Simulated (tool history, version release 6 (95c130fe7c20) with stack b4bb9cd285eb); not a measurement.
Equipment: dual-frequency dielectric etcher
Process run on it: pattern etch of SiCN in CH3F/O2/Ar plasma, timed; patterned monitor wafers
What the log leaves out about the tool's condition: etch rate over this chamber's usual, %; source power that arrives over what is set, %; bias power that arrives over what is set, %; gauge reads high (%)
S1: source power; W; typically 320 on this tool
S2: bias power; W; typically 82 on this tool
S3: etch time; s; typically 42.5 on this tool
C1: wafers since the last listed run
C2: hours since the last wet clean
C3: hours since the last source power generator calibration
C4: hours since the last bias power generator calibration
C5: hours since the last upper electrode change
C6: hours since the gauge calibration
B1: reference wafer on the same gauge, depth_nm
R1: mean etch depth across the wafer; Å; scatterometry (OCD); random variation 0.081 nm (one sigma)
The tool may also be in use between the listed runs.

| run | hour | S1 | S2 | S3 | C1 | C2 | C3 | C4 | C5 | C6 | B1 | R1 |
|---|---|---|---|---|---|---|---|---|---|---|---|---|
| 1 | 0.0 | 320 | 68 | 42.5 | 0 | 259.2 | 1655.1 | 1595.3 | 3533.7 | 132.5 | 12.38 | 137.1 |
| 2 | 35.2 | 360 | 82 | 42.5 | 421 | 294.4 | 1690.3 | 1630.5 | 3568.9 | 167.7 | 12.41 | 151.2 |
| 3 | 48.9 | 320 | 82 | 42.5 | 164 | 308.1 | 1704.0 | 1644.2 | 3582.6 | 181.4 | 12.40 | 145.0 |
| 4 | 76.8 | 320 | 89 | 42.5 | 334 | 336.0 | 1731.9 | 1672.1 | 3610.5 | 209.3 | 12.40 | 149.3 |
| 5 | 107.5 | 320 | 82 | 42.5 | 367 | 366.7 | 1762.6 | 1702.8 | 3641.2 | 240.0 | 12.41 | 145.3 |
| 6 | 127.6 | 320 | 82 | 42.5 | 240 | 386.8 | 1782.7 | 1722.9 | 3661.3 | 260.1 | 12.41 | 144.1 |
| 7 | 201.0 | 320 | 82 | 42.5 | 879 | 460.2 | 1856.1 | 1796.3 | 3734.7 | 333.5 | 12.40 | 144.2 |
|  | 231.4 | wet clean of the chamber |
| 8 | 231.9 | 320 | 82 | 42.5 | 82 | 0.5 | 1887.0 | 1827.2 | 3765.6 | 364.4 | 12.41 | 151.0 |
| 9 | 235.5 | 290 | 82 | 42.5 | 43 | 4.1 | 1890.6 | 1830.8 | 3769.2 | 368.0 | 12.41 | 147.3 |
|  | 269.6 | source power generator calibrated |
| 10 | 270.1 | 320 | 82 | 42.5 | 366 | 38.7 | 0.5 | 1865.4 | 3803.8 | 402.6 | 12.40 | 151.2 |
|  | 280.2 | bias power generator calibrated |
| 11 | 280.7 | 320 | 82 | 42.5 | 79 | 49.3 | 11.1 | 0.5 | 3814.4 | 413.2 | 12.40 | 149.1 |
| 12 | 309.7 | 240 | 72 | 51.0 | 347 | 78.3 | 40.1 | 29.5 | 3843.4 | 442.2 | 12.39 | 158.9 |
| 13 | 339.2 | 240 | 97 | 52.0 | 353 | 107.8 | 69.6 | 59.0 | 3872.9 | 471.7 | 12.40 | 179.7 |
| 14 | 354.8 | 290 | 102 | 42.5 | 186 | 123.4 | 85.2 | 74.6 | 3888.5 | 487.3 | 12.39 | 158.7 |
|  | 366.0 | gauge calibrated |
|  | 412.1 | upper electrode replaced |
| 15 | 412.6 | 270 | 68 | 42.5 | 404 | 181.2 | 143.0 | 132.4 | 0.5 | 46.6 | 12.41 | 132.7 |
| 16 | 413.0 | 250 | 76 | 38.0 | 4 | 181.6 | 143.4 | 132.8 | 0.9 | 47.0 | 12.40 | 120.4 |
| 17 | 427.5 | 240 | 63 | 31.0 | 173 | 196.1 | 157.9 | 147.3 | 15.4 | 61.5 | 12.40 | 91.8 |

Run 18, settings as shown, results not yet in. Your forecast:
| 18 | 459.7 | 320 | 94 | 54.5 | 385 | 228.3 | 190.1 | 179.5 | 47.6 | 93.7 | ? | ? |

Logged for run 18: B1 12.41, R1 200.3 Å.
The same run, on a tool lacking any hidden state, would have yielded R1 204.5 Å.
